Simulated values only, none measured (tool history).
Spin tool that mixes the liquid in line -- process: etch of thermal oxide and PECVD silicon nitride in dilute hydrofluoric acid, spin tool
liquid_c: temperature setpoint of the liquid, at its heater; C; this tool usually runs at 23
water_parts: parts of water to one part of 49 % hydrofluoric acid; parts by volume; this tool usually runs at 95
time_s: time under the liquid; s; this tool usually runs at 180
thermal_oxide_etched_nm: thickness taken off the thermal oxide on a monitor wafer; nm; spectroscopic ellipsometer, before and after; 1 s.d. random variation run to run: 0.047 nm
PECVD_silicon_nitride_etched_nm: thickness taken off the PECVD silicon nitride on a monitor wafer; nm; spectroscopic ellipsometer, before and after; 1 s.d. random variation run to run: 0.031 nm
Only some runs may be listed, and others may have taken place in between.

run,hour,liquid_c,water_parts,time_s,"read-back film thickness of the thermal oxide reference wafer, read on the same gauge (nm)","read-back film thickness of the PECVD silicon nitride reference wafer, read on the same gauge (nm)",thermal_oxide_etched_nm,PECVD_silicon_nitride_etched_nm
1,0,23,95,240,79.34,79.367,10.74,4.434
2,43.6,23,95,240,79.26,79.266,10.64,4.387
3,133.5,23,95,180,79.14,79.124,8.08,3.257
4,200.8,23,130,150,78.98,78.969,4.68,2.018
5,254.5,23,130,150,78.85,78.854,4.65,2.021
6,345.6,23,130,150,78.62,78.63,4.62,2.046
7,423,23,95,225,78.37,78.353,9.92,4.127
8,637.9,23,95,225,77.64,77.655,9.78,4.032
9,678.9,23,95,225,77.45,77.498,9.79,4.019
10,751.2,24,95,180,77.16,77.14,8.14,3.366
11,928.4,23,95,180,76.33,76.357,7.73,3.178
# hour 978: thermometer replaced
# hour 1011.8: gauge calibrated
12,1034.4,23,95,225,80.72,80.686,10.23,4.189
# hour 1072.3: hydrofluoric acid flow meter replaced
13,1078.7,23,80,180,80.67,80.69,9.85,4.001
14,1166.8,28,75,235,80.69,80.682,16.82,7.695
15,1205.1,21,120,95,80.66,80.63,3.05,1.221
16,1262.7,23,130,150,80.57,80.639,4.74,2.062
17,1322.6,21,50,140,80.49,80.496,11.77,4.269
18,1394.4,25.5,65,125,80.43,80.397,9.47,3.902
19,1448.9,19.5,140,75,80.32,80.36,1.92,0.747
20,1544.7,28,95,275,80.15,80.162,15.2,7.066
21,1646.7,23,130,150,79.94,79.925,4.68,2.045
22,1818.5,23,95,260,79.46,79.433,11.57,4.781
23,1881.4,25,115,235,79.26,79.244,9.16,4.14

Give the tool's hidden conditions for every run:
liquid colder than its thermometer reads (K): 0, the same for each run
hydrofluoric acid flow above the setpoint (%): 0, the same for each run
H1: gauge reads high (%)
run,H1
1,-0.804
2,-0.889
3,-1.1
4,-1.27
5,-1.43
6,-1.73
7,-2.02
8,-2.97
9,-3.17
10,-3.56
11,-4.6
12,0.882
13,0.873
14,0.826
15,0.794
16,0.733
17,0.652
18,0.533
19,0.426
20,0.203
21,-0.0818
22,-0.675
23,-0.927
